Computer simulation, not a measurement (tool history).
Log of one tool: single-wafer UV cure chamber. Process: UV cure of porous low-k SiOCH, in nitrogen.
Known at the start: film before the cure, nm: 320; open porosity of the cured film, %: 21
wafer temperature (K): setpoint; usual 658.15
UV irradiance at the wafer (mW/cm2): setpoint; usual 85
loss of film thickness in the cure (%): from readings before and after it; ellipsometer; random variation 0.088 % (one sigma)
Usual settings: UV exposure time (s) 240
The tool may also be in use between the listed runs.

run,hour,wafer temperature (K),UV exposure time (s),UV irradiance at the wafer (mW/cm2),wafers since the last listed run,hours since the UV bulbs were replaced,wafers since the quartz window was cleaned,loss of film thickness in the cure (%)
1,0,645.15,240,85,0,0.7,890,10.127
2,32.6,645.15,240,85,197,33.3,1087,10.195
3,84.1,645.15,240,85,311,84.8,1398,10.038
4,269.8,658.15,240,85,1122,270.5,2520,10.126
5,320.6,658.15,240,85,307,321.3,2827,10.057
# hour 379.2: quartz window cleaned
6,379.7,658.15,240,85,308,380.4,3,9.857
7,439.1,658.15,240,85,359,439.8,362,9.654
8,475.4,658.15,240,104,219,476.1,581,10.675
9,506.2,658.15,240,104,186,506.9,767,10.504
10,554.5,658.15,240,104,291,555.2,1059,10.687
11,592,668.15,180,85,226,592.7,1286,8.706
12,645,668.15,180,85,320,645.7,1606,8.685
13,716.4,668.15,180,85,431,717.1,2038,8.52
14,740.7,658.15,170,85,146,741.4,2185,8.17
15,795.4,658.15,240,85,330,796.1,2515,9.698
16,866.1,658.15,240,85,427,866.8,2943,9.643
# hour 885.6: quartz window cleaned
17,930.3,658.15,240,85,339,931,270,9.51
18,971.8,658.15,240,85,250,972.5,521,9.572
19,998.3,658.15,240,85,160,999,681,9.505
20,1060.9,658.15,240,85,378,1061.6,1059,9.571
21,1127.2,658.15,240,85,400,1127.9,1460,9.422
22,1187.6,658.15,240,85,365,1188.3,1825,9.415
23,1215.1,658.15,240,85,166,1215.8,1991,9.512
24,1277.4,658.15,190,85,376,1278.1,2368,8.543
25,1314.6,663.15,135,49,224,1315.3,2592,5.074
# hour 1360.5: quartz window cleaned
# hour 1379.7: UV bulbs replaced
26,1385.4,658.15,240,85,331,5.7,102,10.64
27,1410,658.15,240,85,148,30.3,250,10.387
28,1455.9,643.15,240,85,277,76.2,528,9.984
29,1597.8,642.15,240,85,857,218.1,1385,9.791
30,1660.1,658.15,240,85,376,280.4,1762,9.954
31,1730.6,658.15,145,85,426,350.9,2188,7.936
32,1777.2,646.15,330,101,281,397.5,2470,11.515
33,1801.4,658.15,295,85,146,421.7,2616,10.698
# hour 1842.2: quartz window cleaned
34,1868.3,645.15,325,109,355,488.6,157,11.762
35,1906.4,658.15,240,85,230,526.7,387,9.811
36,1949.9,650.15,240,113,262,570.2,650,10.702
37,1989.5,658.15,240,101,239,609.8,890,10.265
38,2021.8,672.15,205,54,195,642.1,1085,7.359
39,2046.1,658.15,240,85,146,666.4,1232,9.647
40,2114.9,642.15,345,99,415,735.2,1648,11.441
41,2164.3,663.15,200,85,298,784.6,1946,8.894
42,2203.9,650.15,240,52,239,824.2,2185,7.267
43,2238.6,658.15,180,85,209,858.9,2395,8.266
44,2286.5,639.15,350,73,289,906.8,2685,10.053
45,2350.4,658.15,240,85,386,970.7,3071,9.551
46,2388.7,658.15,240,99,231,1009,3302,10.067
# hour 2414.4: quartz window cleaned
47,2425,658.15,330,72,171,1045.3,64,10.093
48,2451.6,658.15,240,85,160,1071.9,224,9.482

Run 49 comes next. What will it give?
49,2521.2,644.15,205,114,420,1141.5,645,?

loss of film thickness in the cure (%): 9.773
Without the tool's hidden state the same run would have given loss of film thickness in the cure (%) 10.999.
